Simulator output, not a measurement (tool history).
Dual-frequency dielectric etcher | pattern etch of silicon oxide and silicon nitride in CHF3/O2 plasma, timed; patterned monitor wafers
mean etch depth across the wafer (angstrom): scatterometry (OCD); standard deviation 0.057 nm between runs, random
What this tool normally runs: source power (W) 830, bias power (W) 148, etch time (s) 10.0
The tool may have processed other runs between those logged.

run	hour	source power (W)	bias power (W)	etch time (s)	read-back reference wafer on the same gauge, depth_nm	mean etch depth across the wafer (angstrom)
1	0.0	830	148	8.5	12.70	126.8
2	48.5	830	148	10.0	12.71	149.9
3	68.8	830	148	10.0	12.69	149.8
4	97.5	830	148	10.0	12.73	150.3
# hour 127.6: wet clean of the chamber
5	128.1	830	148	10.0	12.68	142.9
6	141.3	830	148	10.0	12.71	141.6
7	161.4	830	148	10.0	12.69	143.6
8	190.0	830	148	10.0	12.69	144.7
9	220.5	790	148	10.0	12.71	140.9
10	256.2	790	148	10.0	12.71	141.2
11	285.4	720	148	10.0	12.70	134.7
12	311.5	720	148	10.0	12.72	135.3
13	340.2	770	163	10.0	12.71	147.0
# hour 388.0: bias power generator calibrated
# hour 393.6: upper electrode replaced, of another model than before
14	394.1	670	117	9.0	12.70	109.9
15	394.4	920	148	10.0	12.69	155.3
# hour 424.8: gauge calibrated
16	428.0	680	136	11.5	12.71	145.8
17	452.3	970	120	9.0	12.71	140.8
18	470.0	830	148	8.5	12.70	125.8
# hour 476.8: source power generator calibrated
19	495.4	830	148	10.0	12.69	149.3
20	512.7	950	125	11.5	12.69	181.0
# hour 542.5: wet clean of the chamber
21	543.0	750	131	9.0	12.72	118.0
22	577.4	830	148	10.0	12.69	144.4
23	611.4	830	138	13.0	12.71	184.7
24	631.9	830	148	10.0	12.71	145.1
25	665.0	720	114	11.5	12.69	144.7
26	688.3	970	130	7.0	12.70	109.9
27	705.9	830	148	11.5	12.69	168.8
28	722.5	830	134	11.0	12.70	158.9
29	747.9	680	131	11.0	12.70	138.7

Predict each of these 5 candidate next runs independently; none follows another, all start after run 29:
A	748.3	830	148	10.0	?	?
B	748.3	760	148	9.0	?	?
C	748.3	760	166	10.0	?	?
D	748.3	830	179	11.0	?	?
E	748.3	980	122	10.0	?	?

run	read-back reference wafer on the same gauge, depth_nm	mean etch depth across the wafer (angstrom)
A	12.70	146.5
B	12.70	124.7
C	12.70	142.0
D	12.70	167.9
E	12.70	155.9
With the hidden condition removed and each run's random variation left untouched, the same runs would have given:
run	mean etch depth across the wafer (angstrom)
A	141.9
B	120.8
C	137.6
D	162.6
E	151.0

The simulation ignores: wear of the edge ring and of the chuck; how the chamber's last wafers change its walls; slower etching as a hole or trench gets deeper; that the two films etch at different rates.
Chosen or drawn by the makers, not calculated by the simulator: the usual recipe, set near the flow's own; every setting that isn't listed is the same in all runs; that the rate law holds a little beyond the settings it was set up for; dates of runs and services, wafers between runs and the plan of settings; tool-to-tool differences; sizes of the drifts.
